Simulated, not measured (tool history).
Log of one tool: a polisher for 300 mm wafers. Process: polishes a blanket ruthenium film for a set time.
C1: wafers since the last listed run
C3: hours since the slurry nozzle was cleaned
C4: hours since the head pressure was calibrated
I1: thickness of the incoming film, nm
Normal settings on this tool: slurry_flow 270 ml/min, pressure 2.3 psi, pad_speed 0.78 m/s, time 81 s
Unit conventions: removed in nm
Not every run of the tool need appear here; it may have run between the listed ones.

{"run": 1, "day": 0.0, "slurry_flow": 270, "pressure": 2.3, "pad_speed": 0.78, "time": 81, "C1": 0, "wafers polished on this pad": 1465, "C3": 759, "C4": 180.1, "I1": 333.7, "removed": 80.5}
{"day": 2.121, "done": "slurry nozzle cleaned"}
{"run": 2, "day": 3.279, "slurry_flow": 270, "pressure": 2.3, "pad_speed": 0.78, "time": 81, "C1": 806, "wafers polished on this pad": 2271, "C3": 27.8, "C4": 258.8, "I1": 327.7, "removed": 76.1}
{"day": 7.425, "done": "worn pad replaced by a new one"}
{"run": 3, "day": 9.554, "slurry_flow": 270, "pressure": 2.5, "pad_speed": 0.78, "time": 81, "C1": 1521, "wafers polished on this pad": 530, "C3": 178.4, "C4": 409.4, "I1": 327.8, "removed": 84.1}
{"run": 4, "day": 12.704, "slurry_flow": 270, "pressure": 2.5, "pad_speed": 0.78, "time": 81, "C1": 784, "wafers polished on this pad": 1315, "C3": 254, "C4": 485, "I1": 332.4, "removed": 83.5}
{"run": 5, "day": 17.112, "slurry_flow": 270, "pressure": 2.5, "pad_speed": 0.78, "time": 81, "C1": 1097, "wafers polished on this pad": 2412, "C3": 359.8, "C4": 590.8, "I1": 328.4, "removed": 77}
{"day": 19.725, "done": "worn pad replaced by a new one"}
{"run": 6, "day": 20.246, "slurry_flow": 270, "pressure": 2.3, "pad_speed": 0.78, "time": 81, "C1": 738, "wafers polished on this pad": 129, "C3": 435, "C4": 666, "I1": 331.7, "removed": 77.4}
{"run": 7, "day": 21.925, "slurry_flow": 270, "pressure": 2.3, "pad_speed": 0.78, "time": 81, "C1": 418, "wafers polished on this pad": 547, "C3": 475.3, "C4": 706.3, "I1": 332.9, "removed": 75.5}
{"run": 8, "day": 25.521, "slurry_flow": 270, "pressure": 2.3, "pad_speed": 0.78, "time": 81, "C1": 895, "wafers polished on this pad": 1443, "C3": 561.6, "C4": 792.6, "I1": 329.2, "removed": 71.4}
{"day": 28.492, "done": "head pressure recalibrated"}
{"run": 9, "day": 29.621, "slurry_flow": 270, "pressure": 2.3, "pad_speed": 0.78, "time": 81, "C1": 1000, "wafers polished on this pad": 2443, "C3": 660, "C4": 27.1, "I1": 329.4, "removed": 78.4}
{"day": 32.158, "done": "worn pad replaced by a new one"}
{"run": 10, "day": 32.346, "slurry_flow": 270, "pressure": 2.9, "pad_speed": 0.94, "time": 81, "C1": 637, "wafers polished on this pad": 47, "C3": 725.4, "C4": 92.5, "I1": 326.8, "removed": 119.7}
{"run": 11, "day": 34.483, "slurry_flow": 270, "pressure": 2.8, "pad_speed": 0.78, "time": 81, "C1": 532, "wafers polished on this pad": 579, "C3": 776.7, "C4": 143.8, "I1": 334.5, "removed": 93.2}
{"day": 36.842, "done": "slurry nozzle cleaned"}
{"run": 12, "day": 37.808, "slurry_flow": 225, "pressure": 2.8, "pad_speed": 0.66, "time": 81, "C1": 817, "wafers polished on this pad": 1397, "C3": 23.2, "C4": 223.6, "I1": 332.7, "removed": 76.5}
{"run": 13, "day": 39.879, "slurry_flow": 270, "pressure": 2.3, "pad_speed": 0.78, "time": 81, "C1": 515, "wafers polished on this pad": 1912, "C3": 72.9, "C4": 273.3, "I1": 331.4, "removed": 79.2}
{"run": 14, "day": 42.442, "slurry_flow": 270, "pressure": 2.3, "pad_speed": 0.78, "time": 103, "C1": 638, "wafers polished on this pad": 2551, "C3": 134.4, "C4": 334.8, "I1": 329.7, "removed": 96.7}

Run 15 comes next. What will it give?
{"run": 15, "day": 44.862, "slurry_flow": 320, "pressure": 2.6, "pad_speed": 0.78, "time": 97, "C1": 602, "wafers polished on this pad": 3154, "C3": 192.5, "C4": 392.9, "I1": 331.9, "removed": "?"}

{"run 15": {"removed": 98.2}}
Take away the tool's hidden state, keep the run-to-run variation as it was, and the same run would have given removed 112.4 nm.

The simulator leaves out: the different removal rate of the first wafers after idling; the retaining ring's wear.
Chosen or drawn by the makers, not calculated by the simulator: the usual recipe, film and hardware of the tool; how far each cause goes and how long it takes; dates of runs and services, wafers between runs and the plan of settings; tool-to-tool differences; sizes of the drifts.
